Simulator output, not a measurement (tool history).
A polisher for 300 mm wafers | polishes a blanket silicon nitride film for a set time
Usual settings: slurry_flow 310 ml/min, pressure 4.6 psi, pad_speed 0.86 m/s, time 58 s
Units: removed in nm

run	day	slurry_flow	pressure	pad_speed	time	wafers since the last listed run	wafers polished on this pad	hours since the slurry nozzle was cleaned	hours since the head pressure was calibrated	incoming thickness of the incoming film, nm	removed
1	0.000	310	4.6	1.02	58	0	4378	672.0	248.3	662.7	114.4
# day 0.938: slurry nozzle cleaned
2	3.962	310	4.6	1.02	58	973	5351	72.6	343.4	666.8	113.7
3	11.888	310	4.6	1.02	58	1967	7319	262.8	533.6	657.3	114.4
4	14.600	310	4.6	0.86	58	673	7992	327.9	598.7	654.9	104.3
# day 16.696: worn pad replaced by a new one
5	17.367	310	4.6	0.86	58	645	167	394.3	665.1	665.8	103.7
6	20.850	310	4.6	0.86	58	864	1031	477.9	748.7	666.8	103.8
7	22.546	310	4.6	0.86	58	421	1452	518.6	789.4	657.2	101.8
# day 23.529: head pressure recalibrated
8	25.779	310	4.6	0.86	58	782	2234	596.2	54.0	651.2	102.5
9	28.838	310	4.6	0.86	58	759	2994	669.6	127.4	663.4	103.1
10	34.492	310	4.6	0.86	58	1403	4398	805.3	263.1	655.1	103.5
# day 37.746: slurry nozzle cleaned
11	46.962	310	4.6	0.86	58	3085	7483	221.2	562.4	664.2	101.8
12	48.675	310	4.6	0.86	58	425	7909	262.3	603.5	646.7	102.8
# day 50.262: worn pad replaced by a new one
13	51.017	310	4.6	1.00	58	539	187	318.5	659.7	655.6	112.0
14	53.542	310	4.6	0.86	58	626	814	379.1	720.3	659.6	103.2
# day 56.550: head pressure recalibrated
15	57.375	360	6.1	1.08	77	931	1745	471.1	19.8	656.2	211.5
16	61.271	310	3.2	0.86	45	967	2712	564.6	113.3	661.0	55.3
17	64.088	345	3.5	0.86	42	699	3412	632.2	180.9	671.5	56.6
18	67.412	410	4.6	1.02	58	825	4237	712.0	260.7	664.8	115.4
19	68.962	405	5.9	1.14	76	384	4622	749.2	297.9	658.9	204.8
# day 69.471: slurry nozzle cleaned
20	71.296	310	4.6	0.86	58	568	5191	43.8	353.9	658.0	102.7
21	74.838	310	4.6	0.86	58	879	6070	128.8	438.9	658.8	103.8
22	76.933	375	3.7	0.68	58	520	6591	179.1	489.2	666.5	74.9
23	78.825	415	4.6	1.08	58	469	7060	224.5	534.6	651.2	119.0
# day 80.483: worn pad replaced by a new one
24	82.596	420	3.1	0.86	71	894	524	315.0	625.1	649.2	85.7
25	86.496	310	4.6	0.86	58	968	1492	408.6	718.7	658.1	103.9
# day 88.242: head pressure recalibrated
26	89.171	310	4.6	0.86	58	643	2136	472.8	22.3	647.6	105.1
27	93.462	310	4.6	0.66	76	1065	3201	575.8	125.3	653.7	118.3
28	96.858	250	4.6	0.86	66	843	4044	657.3	206.8	670.3	115.7
29	100.088	310	4.6	1.02	58	801	4846	734.8	284.3	652.1	113.2
# day 102.408: slurry nozzle cleaned
30	103.633	310	6.2	0.86	74	869	5716	29.4	369.4	665.5	180.6
31	105.650	310	4.2	0.86	44	500	6217	77.8	417.8	666.9	71.6
32	109.092	310	3.5	0.58	58	854	7071	160.4	500.4	654.7	64.0
33	112.450	240	5.5	0.66	67	833	7905	241.0	581.0	657.3	122.1
34	115.150	240	3.8	0.86	75	670	8575	305.8	645.8	664.5	108.0
# day 116.650: worn pad replaced by a new one
35	116.817	265	4.6	0.98	42	372	41	345.8	685.8	668.6	78.1
36	121.104	310	4.6	0.86	58	1064	1106	448.7	788.7	666.1	102.8
# day 121.262: head pressure recalibrated
37	124.542	230	4.6	0.86	58	832	1938	531.2	78.7	652.7	98.2

The tool's hidden state at each run:
removal rate lost through wear of the pad, %: 0 in every run
slurry flow missing at the pad, %: 0 in every run
deviation of the head's pressure from its setpoint, %: 0 in every run
